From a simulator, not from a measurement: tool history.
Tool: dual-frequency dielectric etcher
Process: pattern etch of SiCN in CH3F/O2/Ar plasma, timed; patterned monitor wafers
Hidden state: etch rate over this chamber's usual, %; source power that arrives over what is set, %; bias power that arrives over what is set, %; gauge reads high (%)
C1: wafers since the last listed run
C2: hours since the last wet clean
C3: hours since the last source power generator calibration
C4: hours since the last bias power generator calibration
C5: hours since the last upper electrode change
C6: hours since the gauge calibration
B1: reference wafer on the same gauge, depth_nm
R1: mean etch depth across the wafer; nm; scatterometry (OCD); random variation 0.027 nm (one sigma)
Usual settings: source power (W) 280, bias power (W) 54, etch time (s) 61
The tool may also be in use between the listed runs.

{"run": 1, "hour": 0.0, "source power (W)": 250, "bias power (W)": 54, "etch time (s)": 75, "C1": 0, "C2": 5.3, "C3": 4609.9, "C4": 3875.2, "C5": 5048.2, "C6": 565.8, "B1": 19.4, "R1": 20.62}
{"run": 2, "hour": 64.0, "source power (W)": 250, "bias power (W)": 54, "etch time (s)": 75, "C1": 982, "C2": 69.3, "C3": 4673.9, "C4": 3939.2, "C5": 5112.2, "C6": 629.8, "B1": 19.39, "R1": 20.6}
{"run": 3, "hour": 129.0, "source power (W)": 250, "bias power (W)": 54, "etch time (s)": 75, "C1": 997, "C2": 134.3, "C3": 4738.9, "C4": 4004.2, "C5": 5177.2, "C6": 694.8, "B1": 19.39, "R1": 20.57}
{"run": 4, "hour": 177.9, "source power (W)": 280, "bias power (W)": 54, "etch time (s)": 61, "C1": 750, "C2": 183.2, "C3": 4787.8, "C4": 4053.1, "C5": 5226.1, "C6": 743.7, "B1": 19.41, "R1": 17.83}
{"run": 5, "hour": 242.6, "source power (W)": 320, "bias power (W)": 46, "etch time (s)": 61, "C1": 993, "C2": 247.9, "C3": 4852.5, "C4": 4117.8, "C5": 5290.8, "C6": 808.4, "B1": 19.4, "R1": 17.97}
{"run": 6, "hour": 323.1, "source power (W)": 280, "bias power (W)": 54, "etch time (s)": 61, "C1": 1235, "C2": 328.4, "C3": 4933, "C4": 4198.3, "C5": 5371.3, "C6": 888.9, "B1": 19.4, "R1": 17.87}
{"run": 7, "hour": 362.4, "source power (W)": 280, "bias power (W)": 54, "etch time (s)": 61, "C1": 603, "C2": 367.7, "C3": 4972.3, "C4": 4237.6, "C5": 5410.6, "C6": 928.2, "B1": 19.39, "R1": 17.9}
{"hour": 388.0, "done": "gauge calibrated"}
{"hour": 396.3, "done": "upper electrode replaced"}
{"run": 8, "hour": 411.1, "source power (W)": 280, "bias power (W)": 54, "etch time (s)": 61, "C1": 379, "C2": 416.4, "C3": 5021, "C4": 4286.3, "C5": 14.8, "C6": 23.1, "B1": 19.4, "R1": 17.88}
{"run": 9, "hour": 478.4, "source power (W)": 280, "bias power (W)": 54, "etch time (s)": 61, "C1": 1033, "C2": 483.7, "C3": 5088.3, "C4": 4353.6, "C5": 82.1, "C6": 90.4, "B1": 19.4, "R1": 17.86}
{"hour": 509.2, "done": "bias power generator calibrated"}
{"hour": 511.1, "done": "wet clean of the chamber"}
{"run": 10, "hour": 526.6, "source power (W)": 280, "bias power (W)": 54, "etch time (s)": 61, "C1": 649, "C2": 15.5, "C3": 5136.5, "C4": 17.4, "C5": 130.3, "C6": 138.6, "B1": 19.4, "R1": 17.62}
{"run": 11, "hour": 561.6, "source power (W)": 260, "bias power (W)": 54, "etch time (s)": 61, "C1": 537, "C2": 50.5, "C3": 5171.5, "C4": 52.4, "C5": 165.3, "C6": 173.6, "B1": 19.4, "R1": 16.89}
{"run": 12, "hour": 629.2, "source power (W)": 230, "bias power (W)": 54, "etch time (s)": 50.5, "C1": 1037, "C2": 118.1, "C3": 5239.1, "C4": 120, "C5": 232.9, "C6": 241.2, "B1": 19.4, "R1": 13.01}
{"hour": 662.1, "done": "source power generator calibrated"}
{"run": 13, "hour": 679.2, "source power (W)": 280, "bias power (W)": 54, "etch time (s)": 61, "C1": 706, "C2": 168.1, "C3": 17.1, "C4": 170, "C5": 282.9, "C6": 291.2, "B1": 19.4, "R1": 18.04}
{"run": 14, "hour": 716.3, "source power (W)": 300, "bias power (W)": 54, "etch time (s)": 78, "C1": 569, "C2": 205.2, "C3": 54.2, "C4": 207.1, "C5": 320, "C6": 328.3, "B1": 19.4, "R1": 23.97}
{"run": 15, "hour": 757.2, "source power (W)": 300, "bias power (W)": 65, "etch time (s)": 44, "C1": 627, "C2": 246.1, "C3": 95.1, "C4": 248, "C5": 360.9, "C6": 369.2, "B1": 19.39, "R1": 14.57}
{"run": 16, "hour": 877.3, "source power (W)": 280, "bias power (W)": 54, "etch time (s)": 61, "C1": 1843, "C2": 366.2, "C3": 215.2, "C4": 368.1, "C5": 481, "C6": 489.3, "B1": 19.4, "R1": 18.05}
{"run": 17, "hour": 935.0, "source power (W)": 240, "bias power (W)": 48, "etch time (s)": 67.5, "C1": 885, "C2": 423.9, "C3": 272.9, "C4": 425.8, "C5": 538.7, "C6": 547, "B1": 19.4, "R1": 17.5}
{"run": 18, "hour": 983.2, "source power (W)": 210, "bias power (W)": 46, "etch time (s)": 79, "C1": 739, "C2": 472.1, "C3": 321.1, "C4": 474, "C5": 586.9, "C6": 595.2, "B1": 19.4, "R1": 18.5}
{"run": 19, "hour": 1026.6, "source power (W)": 330, "bias power (W)": 61, "etch time (s)": 61, "C1": 666, "C2": 515.5, "C3": 364.5, "C4": 517.4, "C5": 630.3, "C6": 638.6, "B1": 19.41, "R1": 20.64}
{"hour": 1089.2, "done": "wet clean of the chamber"}
{"run": 20, "hour": 1089.7, "source power (W)": 280, "bias power (W)": 54, "etch time (s)": 61, "C1": 600, "C2": 0.5, "C3": 427.6, "C4": 580.5, "C5": 693.4, "C6": 701.7, "B1": 19.4, "R1": 18.01}

3 ways to go on from here, each from the tool as it stands after run 20. What would each give?
{"run": "A", "hour": 1090.1, "source power (W)": 280, "bias power (W)": 54, "etch time (s)": 61, "C1": 6, "C2": 0.9, "C3": 428, "C4": 580.9, "C5": 693.8, "C6": 702.1, "B1": "?", "R1": "?"}
{"run": "B", "hour": 1090.1, "source power (W)": 280, "bias power (W)": 42, "etch time (s)": 61, "C1": 6, "C2": 0.9, "C3": 428, "C4": 580.9, "C5": 693.8, "C6": 702.1, "B1": "?", "R1": "?"}
{"run": "C", "hour": 1090.1, "source power (W)": 310, "bias power (W)": 54, "etch time (s)": 75.5, "C1": 6, "C2": 0.9, "C3": 428, "C4": 580.9, "C5": 693.8, "C6": 702.1, "B1": "?", "R1": "?"}

run=A B1=19.4 R1=18.07
run=B B1=19.4 R1=16.36
run=C B1=19.4 R1=23.61
Without the tool's hidden state the same runs would have given:
run=A R1=17.99
run=B R1=16.3
run=C R1=23.51
